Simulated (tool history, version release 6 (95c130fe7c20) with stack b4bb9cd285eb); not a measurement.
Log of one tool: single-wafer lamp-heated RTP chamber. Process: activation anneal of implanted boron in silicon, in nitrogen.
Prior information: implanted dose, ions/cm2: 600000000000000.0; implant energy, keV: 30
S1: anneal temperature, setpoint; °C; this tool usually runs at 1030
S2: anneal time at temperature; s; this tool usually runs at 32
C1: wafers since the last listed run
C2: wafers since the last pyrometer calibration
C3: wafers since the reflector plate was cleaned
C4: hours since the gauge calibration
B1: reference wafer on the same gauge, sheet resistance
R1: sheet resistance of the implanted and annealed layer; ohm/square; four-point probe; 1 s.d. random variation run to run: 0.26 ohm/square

run,hour,S1,S2,C1,C2,C3,C4,B1,R1
1,0,1030,32,0,49,1220,571.2,150.96,171.31
2,16.3,1030,32,179,228,1399,587.5,150.9,171.37
3,36.9,1030,32,226,454,1625,608.1,151.09,171.17
4,90.2,1053,32,586,1040,2211,661.4,150.98,168.9
5,119.5,1030,32,322,1363,2534,690.7,150.96,170.03
6,147,1051,32,302,1665,2836,718.2,151.13,168.77
7,182.1,1016,32,385,2051,3222,753.3,151.06,171.49
# hour 203.3: pyrometer window cleaned and pyrometer calibrated
8,203.9,1030,32,151,6,3374,775.1,150.98,171.56
9,227.2,1030,32,256,262,3630,798.4,150.92,170.92
10,259.6,1030,32,356,619,3986,830.8,151.07,171.34
11,279.5,1030,47,218,837,4205,850.7,151.11,170.15
12,300.7,1030,47,233,1070,4438,871.9,151,169.59
13,330.3,1030,47,325,1396,4764,901.5,150.99,169.37
14,353.4,1010,32,253,1650,5018,924.6,151.01,172.37
# hour 359.7: gauge calibrated
# hour 378.8: pyrometer window cleaned and pyrometer calibrated
15,379.3,1030,32,196,5,5214,19.6,150.96,171.39
16,403.6,1030,32,267,272,5482,43.9,151.03,171.25
17,418.1,1030,32,159,431,5641,58.4,150.95,171.15
18,453.6,1030,32,390,822,6031,93.9,150.96,170.87
19,481.7,1004,44,308,1131,6340,122,150.9,172.13
20,503.4,1030,32,238,1369,6579,143.7,151.08,170.22
21,517.8,1030,44,158,1528,6737,158.1,151.06,169.87
# hour 538.4: reflector plate cleaned
22,538.9,1057,45,144,1672,5,179.2,150.92,167.96
23,569.4,1030,27,335,2007,341,209.7,150.91,170.9
# hour 601.8: pyrometer window cleaned and pyrometer calibrated
24,602.3,1016,25,273,5,615,242.6,150.97,174.22
25,616.4,1030,32,155,160,770,256.7,151.06,171.55
26,643.5,1001,32,297,458,1068,283.8,150.93,175.48
27,665.7,1030,32,244,702,1312,306,151.07,170.67
28,701.6,1005,13,394,1097,1706,341.9,151,175.72
29,723.2,1048,27,237,1335,1944,363.5,151.03,169.91
30,753.7,1030,32,335,1670,2279,394,151.13,171.17
# hour 820.9: pyrometer window cleaned and pyrometer calibrated
31,846.2,1051,14,929,277,3208,486.5,151.05,171.78
32,881.5,1058,19,388,666,3597,521.8,150.95,170.09
33,916.4,1030,32,383,1049,3980,556.7,151.05,170.44
34,947.6,1030,32,343,1392,4323,587.9,151.02,170.33
35,976.3,1049,27,315,1708,4639,616.6,150.91,169.67

Hidden state at the last listed run before each entry between runs and at the first one after, where it differs:
After run 7, before run 8: pyrometer window cleaned and pyrometer calibrated (hour 203.3)
  true wafer temperature minus pyrometer reading, K: 12.5 -> 1.67
  measured less the result without the state, R1: -1.69 -> -0.18 ohm/square
After run 14, before run 15: gauge calibrated (hour 359.7); pyrometer window cleaned and pyrometer calibrated (hour 378.8)
  true wafer temperature minus pyrometer reading, K: 12.9 -> 1.88
  measured less the result without the state, R1: -2.11 -> -0.19 ohm/square
After run 21, before run 22: reflector plate cleaned (hour 538.4)
  true wafer temperature minus pyrometer reading, K: 12.9 -> 13.3
  measured less the result without the state, R1: -1.19 -> -0.78 ohm/square
After run 23, before run 24: pyrometer window cleaned and pyrometer calibrated (hour 601.8)
  true wafer temperature minus pyrometer reading, K: 13.7 -> 0.326
  measured less the result without the state, R1: -1.21 -> -0.05 ohm/square
After run 30, before run 31: pyrometer window cleaned and pyrometer calibrated (hour 820.9)
  true wafer temperature minus pyrometer reading, K: 11.6 -> 6.9
  measured less the result without the state, R1: -1.06 -> -0.38 ohm/square
